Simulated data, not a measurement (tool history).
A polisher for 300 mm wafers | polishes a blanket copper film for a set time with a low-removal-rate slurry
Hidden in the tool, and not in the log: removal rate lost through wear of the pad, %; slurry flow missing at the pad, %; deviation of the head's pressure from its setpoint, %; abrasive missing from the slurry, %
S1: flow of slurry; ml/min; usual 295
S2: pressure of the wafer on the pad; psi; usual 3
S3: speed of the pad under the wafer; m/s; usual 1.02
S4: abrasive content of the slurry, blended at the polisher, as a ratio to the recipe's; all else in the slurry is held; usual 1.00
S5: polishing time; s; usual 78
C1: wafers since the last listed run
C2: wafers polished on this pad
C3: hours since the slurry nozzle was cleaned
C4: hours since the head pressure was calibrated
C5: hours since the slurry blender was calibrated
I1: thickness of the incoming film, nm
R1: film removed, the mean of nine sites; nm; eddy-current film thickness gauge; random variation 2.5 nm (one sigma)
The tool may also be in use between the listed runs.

{"run": 1, "hour": 0.0, "S1": 295, "S2": 3, "S3": 1.02, "S4": 1.15, "S5": 78, "C1": 0, "C2": 387, "C3": 470.8, "C4": 152.6, "C5": 35.2, "I1": 785.9, "R1": 227.3}
{"hour": 30.3, "done": "slurry nozzle cleaned"}
{"run": 2, "hour": 38.6, "S1": 215, "S2": 3, "S3": 1.12, "S4": 1.0, "S5": 78, "C1": 368, "C2": 755, "C3": 8.3, "C4": 191.2, "C5": 73.8, "I1": 780.5, "R1": 229.4}
{"run": 3, "hour": 135.6, "S1": 215, "S2": 3, "S3": 1.12, "S4": 1.0, "S5": 78, "C1": 950, "C2": 1706, "C3": 105.3, "C4": 288.2, "C5": 170.8, "I1": 778.3, "R1": 222.6}
{"run": 4, "hour": 188.4, "S1": 215, "S2": 3, "S3": 1.12, "S4": 1.0, "S5": 78, "C1": 517, "C2": 2223, "C3": 158.1, "C4": 341.0, "C5": 223.6, "I1": 785.0, "R1": 215.1}
{"hour": 254.7, "done": "worn pad replaced by a new one"}
{"run": 5, "hour": 291.9, "S1": 295, "S2": 3, "S3": 1.02, "S4": 1.0, "S5": 78, "C1": 975, "C2": 364, "C3": 261.6, "C4": 444.5, "C5": 327.1, "I1": 788.2, "R1": 223.4}
{"hour": 309.0, "done": "slurry blender recalibrated"}
{"run": 6, "hour": 370.9, "S1": 295, "S2": 3, "S3": 1.02, "S4": 1.0, "S5": 78, "C1": 754, "C2": 1119, "C3": 340.6, "C4": 523.5, "C5": 61.9, "I1": 786.2, "R1": 214.7}
{"run": 7, "hour": 418.8, "S1": 295, "S2": 3, "S3": 1.02, "S4": 1.0, "S5": 78, "C1": 469, "C2": 1588, "C3": 388.5, "C4": 571.4, "C5": 109.8, "I1": 795.3, "R1": 213.1}
{"run": 8, "hour": 480.3, "S1": 295, "S2": 3, "S3": 1.02, "S4": 1.0, "S5": 78, "C1": 602, "C2": 2191, "C3": 450.0, "C4": 632.9, "C5": 171.3, "I1": 805.5, "R1": 210.2}
{"hour": 498.8, "done": "head pressure recalibrated"}
{"run": 9, "hour": 521.1, "S1": 295, "S2": 3, "S3": 1.02, "S4": 1.0, "S5": 78, "C1": 380, "C2": 2571, "C3": 490.8, "C4": 22.3, "C5": 212.1, "I1": 790.0, "R1": 201.9}
{"run": 10, "hour": 592.8, "S1": 295, "S2": 3, "S3": 1.3, "S4": 1.0, "S5": 78, "C1": 702, "C2": 3274, "C3": 562.5, "C4": 94.0, "C5": 283.8, "I1": 775.2, "R1": 238.1}
{"hour": 597.7, "done": "worn pad replaced by a new one"}
{"hour": 602.8, "done": "slurry nozzle cleaned"}
{"hour": 641.1, "done": "slurry blender recalibrated"}
{"run": 11, "hour": 684.7, "S1": 295, "S2": 3, "S3": 1.3, "S4": 1.0, "S5": 78, "C1": 831, "C2": 823, "C3": 81.9, "C4": 185.9, "C5": 43.6, "I1": 798.9, "R1": 267.9}
{"run": 12, "hour": 758.0, "S1": 295, "S2": 3, "S3": 1.02, "S4": 1.0, "S5": 78, "C1": 718, "C2": 1541, "C3": 155.2, "C4": 259.2, "C5": 116.9, "I1": 795.0, "R1": 221.3}

The next listed run, before its measurement:
{"run": 13, "hour": 832.4, "S1": 295, "S2": 3, "S3": 1.02, "S4": 1.0, "S5": 102, "C1": 729, "C2": 2270, "C3": 229.6, "C4": 333.6, "C5": 191.3, "I1": 787.6, "R1": "?"}

{"run 13": {"R1": 277.6}}
Without the tool's hidden state the same run would have given R1 294.3 nm.
